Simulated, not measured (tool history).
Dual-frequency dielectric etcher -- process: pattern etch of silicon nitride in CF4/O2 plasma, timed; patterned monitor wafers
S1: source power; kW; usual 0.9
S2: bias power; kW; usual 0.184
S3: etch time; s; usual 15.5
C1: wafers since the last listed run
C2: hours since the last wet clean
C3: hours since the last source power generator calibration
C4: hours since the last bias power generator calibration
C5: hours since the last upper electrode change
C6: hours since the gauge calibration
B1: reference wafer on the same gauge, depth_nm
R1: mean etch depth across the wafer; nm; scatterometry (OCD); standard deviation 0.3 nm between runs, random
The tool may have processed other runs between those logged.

run,hour,S1,S2,S3,C1,C2,C3,C4,C5,C6,B1,R1
1,0,0.9,0.184,15.5,0,368.9,1119.7,2458,2492.4,396.6,66.5,63.2
2,22.5,0.9,0.184,15.5,504,391.4,1142.2,2480.5,2514.9,419.1,66.5,63.3
# hour 52.4: wet clean of the chamber
3,52.9,0.9,0.184,15.5,143,0.5,1172.6,2510.9,2545.3,449.5,66.3,62.9
4,64.7,0.9,0.161,14,264,12.3,1184.4,2522.7,2557.1,461.3,66.3,55
5,97.7,0.9,0.184,15.5,739,45.3,1217.4,2555.7,2590.1,494.3,66.5,63.1
6,115.6,0.9,0.184,15.5,401,63.2,1235.3,2573.6,2608,512.2,66.4,62.3
7,130.9,0.9,0.184,15.5,342,78.5,1250.6,2588.9,2623.3,527.5,66.4,63.6
# hour 165.6: upper electrode replaced
8,166.1,0.9,0.184,15.5,251,113.7,1285.8,2624.1,0.5,562.7,66.4,62.9
9,172.3,0.9,0.184,15.5,138,119.9,1292,2630.3,6.7,568.9,66.3,62.7
# hour 186.1: gauge calibrated
10,188.3,0.9,0.184,15.5,358,135.9,1308,2646.3,22.7,2.2,66.3,62.7
11,219,0.9,0.184,15.5,688,166.6,1338.7,2677,53.4,32.9,66.4,63.1
12,252.9,0.9,0.161,14,759,200.5,1372.6,2710.9,87.3,66.8,66.5,54.9
13,274.1,0.9,0.184,20,475,221.7,1393.8,2732.1,108.5,88,66.5,80.8
14,293.7,0.79,0.222,13,439,241.3,1413.4,2751.7,128.1,107.6,66.4,49.8
15,321.2,0.9,0.184,15.5,616,268.8,1440.9,2779.2,155.6,135.1,66.4,63.8
# hour 338.9: source power generator calibrated
16,350.8,0.84,0.184,15.5,573,298.4,11.9,2808.8,185.2,164.7,66.3,59.5
17,380.7,0.9,0.155,15.5,670,328.3,41.8,2838.7,215.1,194.6,66.4,59.8
# hour 398.4: bias power generator calibrated
# hour 410.5: wet clean of the chamber
18,411,0.72,0.216,15.5,317,0.5,72.1,12.6,245.4,224.9,66.4,54.3
19,419.4,0.9,0.184,15.5,188,8.9,80.5,21,253.8,233.3,66.5,63.4
20,438.3,0.9,0.219,15.5,423,27.8,99.4,39.9,272.7,252.2,66.5,66.6
21,466.7,0.75,0.184,19.5,636,56.2,127.8,68.3,301.1,280.6,66.4,67.5
22,499.2,1.07,0.141,14.5,728,88.7,160.3,100.8,333.6,313.1,66.5,64
23,528.6,0.78,0.184,15.5,658,118.1,189.7,130.2,363,342.5,66.5,55.7

Each row is a separate what-if for the run after 23, all from the same tool condition, not one after another. Results?
A,529,0.9,0.184,15.5,8,118.5,190.1,130.6,363.4,342.9,?,?
B,529,0.77,0.204,12.5,8,118.5,190.1,130.6,363.4,342.9,?,?
C,529,1.06,0.184,15.5,8,118.5,190.1,130.6,363.4,342.9,?,?
D,529,0.98,0.197,15.5,8,118.5,190.1,130.6,363.4,342.9,?,?

run,B1,R1
A,66.3,63.1
B,66.3,45.8
C,66.3,72.7
D,66.3,69.2
The same runs, with their run-to-run variation unchanged, on a tool lacking any hidden condition would have given:
run,R1
A,63.1
B,45.8
C,72.7
D,69.2

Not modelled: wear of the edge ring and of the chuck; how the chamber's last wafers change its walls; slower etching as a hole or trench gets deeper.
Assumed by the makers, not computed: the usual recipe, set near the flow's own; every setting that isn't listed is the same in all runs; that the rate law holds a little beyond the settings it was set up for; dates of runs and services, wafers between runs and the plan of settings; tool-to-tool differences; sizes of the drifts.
